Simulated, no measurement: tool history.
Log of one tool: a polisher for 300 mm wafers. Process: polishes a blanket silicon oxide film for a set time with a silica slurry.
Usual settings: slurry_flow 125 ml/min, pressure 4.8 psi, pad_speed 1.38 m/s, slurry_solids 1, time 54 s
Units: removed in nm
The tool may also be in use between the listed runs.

| run | hour | slurry_flow | pressure | pad_speed | slurry_solids | time | incoming thickness of the incoming film, nm | removed |
|---|---|---|---|---|---|---|---|---|
| 1 | 0 | 110 | 4.8 | 1.38 | 0.9 | 54 | 842.7 | 215.4 |
| 2 | 6.9 | 110 | 4.8 | 1.38 | 0.9 | 54 | 836.9 | 212.6 |
| 3 | 14.5 | 110 | 4.8 | 1.38 | 0.9 | 54 | 851.2 | 213.2 |
|  | 25.3 | worn pad replaced by a new one |
| 4 | 25.9 | 125 | 6.1 | 1.26 | 1.15 | 69 | 843.5 | 381.7 |
|  | 31.8 | slurry blender recalibrated |
| 5 | 34.3 | 125 | 4.8 | 1.38 | 1 | 54 | 830.2 | 234.1 |
| 6 | 41.6 | 125 | 4.8 | 1.38 | 1 | 54 | 841.2 | 232.3 |
|  | 57.2 | head pressure recalibrated |
| 7 | 76 | 125 | 4.8 | 1.38 | 1 | 54 | 841.4 | 232.8 |
| 8 | 84.1 | 100 | 3.2 | 1.62 | 1 | 54 | 835 | 167.4 |
| 9 | 94 | 90 | 4.8 | 1.14 | 0.85 | 54 | 831.7 | 161.1 |
| 10 | 103.3 | 125 | 4.8 | 1.38 | 0.9 | 69 | 836.2 | 275 |
| 11 | 117.9 | 125 | 4.8 | 1.38 | 1 | 54 | 841.8 | 235 |
| 12 | 131 | 125 | 6.4 | 1.16 | 0.7 | 40 | 850.2 | 149.1 |
| 13 | 145.9 | 125 | 4.8 | 1.38 | 0.7 | 54 | 831.5 | 174.4 |
| 14 | 153.3 | 125 | 5.6 | 1.38 | 1 | 40 | 830.8 | 199.2 |
| 15 | 167.1 | 125 | 4.8 | 1.38 | 1 | 54 | 828 | 230.5 |
|  | 173.8 | worn pad replaced by a new one |
| 16 | 180.5 | 125 | 4.8 | 1.24 | 0.8 | 54 | 843.8 | 180.2 |
| 17 | 192.6 | 125 | 4.8 | 1.38 | 1 | 54 | 854.1 | 230.1 |
| 18 | 202 | 125 | 4.8 | 1.38 | 1 | 54 | 847.7 | 230.3 |
| 19 | 211.2 | 125 | 4.8 | 1.38 | 1 | 72 | 853.8 | 306.2 |
| 20 | 223.5 | 125 | 4.8 | 1.38 | 0.85 | 60 | 852.9 | 227.2 |
| 21 | 232.7 | 125 | 4.8 | 1.38 | 1 | 48 | 848 | 202.7 |
|  | 240.5 | slurry blender recalibrated |
| 22 | 245.4 | 125 | 4.8 | 1.38 | 1 | 54 | 830.3 | 231.7 |
| 23 | 254.3 | 125 | 4.8 | 1.68 | 1 | 54 | 833.3 | 271.1 |
| 24 | 266.9 | 125 | 5.6 | 1.54 | 1 | 54 | 852.2 | 294.8 |
|  | 296.8 | worn pad replaced by a new one |
| 25 | 318.7 | 125 | 4.8 | 1.38 | 0.85 | 66 | 831.9 | 249 |

5 ways to go on from here, each from the tool as it stands after run 25. What would each give?
| A | 319.1 | 125 | 4.8 | 1.38 | 1 | 71 | 839.2 | ? |
| B | 319.1 | 125 | 4.8 | 1.38 | 1 | 68 | 839.2 | ? |
| C | 319.1 | 125 | 4.1 | 1.64 | 1 | 54 | 839.2 | ? |
| D | 319.1 | 125 | 4.8 | 1.38 | 1.1 | 54 | 839.2 | ? |
| E | 319.1 | 85 | 4.8 | 1.24 | 1.1 | 73 | 839.2 | ? |

| run | removed |
|---|---|
| A | 299.4 |
| B | 286.8 |
| C | 223.3 |
| D | 241.2 |
| E | 263.9 |
Without the tool's hidden state the same runs would have given:
| run | removed |
|---|---|
| A | 310.5 |
| B | 297.4 |
| C | 231.6 |
| D | 250.1 |
| E | 278.3 |
